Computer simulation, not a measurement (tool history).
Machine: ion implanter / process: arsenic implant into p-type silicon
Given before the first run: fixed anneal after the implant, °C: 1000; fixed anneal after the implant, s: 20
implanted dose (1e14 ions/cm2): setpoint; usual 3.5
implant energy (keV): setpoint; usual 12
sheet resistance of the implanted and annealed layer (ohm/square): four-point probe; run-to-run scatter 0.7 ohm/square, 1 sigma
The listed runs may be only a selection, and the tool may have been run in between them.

run	hour	implanted dose (1e14 ions/cm2)	implant energy (keV)	read-back reference wafer on the same gauge, sheet resistance	sheet resistance of the implanted and annealed layer (ohm/square)
1	0	3.5	12	323.07	284.78
2	59.4	3.5	12	322.97	283.25
3	105	3.5	12	323.11	284.21
4	139.1	4.29	12	323.05	244.59
5	201.5	3.5	12	322.94	284.5
6	237.3	3.5	12	322.97	286.24
7	296.8	3.5	12	323.09	286.76
8	325.8	3.5	12	322.96	286.58
# hour 363.2: Faraday cup replaced and dose calibrated
9	363.7	3.5	12	323.15	278.29
# hour 396.8: gauge calibrated
10	401.5	3.9	16	323.17	247.51
11	445.8	2.95	12	323.04	317.26
12	481.2	3.5	12	322.94	279.02
# hour 508.8: extraction supply calibrated
13	518.6	4.3	10.5	323.01	241.75
14	555.4	3.5	12	322.92	279.38

Run 15 has not been measured yet. What should we expect?
15	612.7	3.84	14	?	?

read-back reference wafer on the same gauge, sheet resistance: 322.89
sheet resistance of the implanted and annealed layer (ohm/square): 256.71
Without the tool's hidden state the same run would have given sheet resistance of the implanted and annealed layer (ohm/square) 254.43.
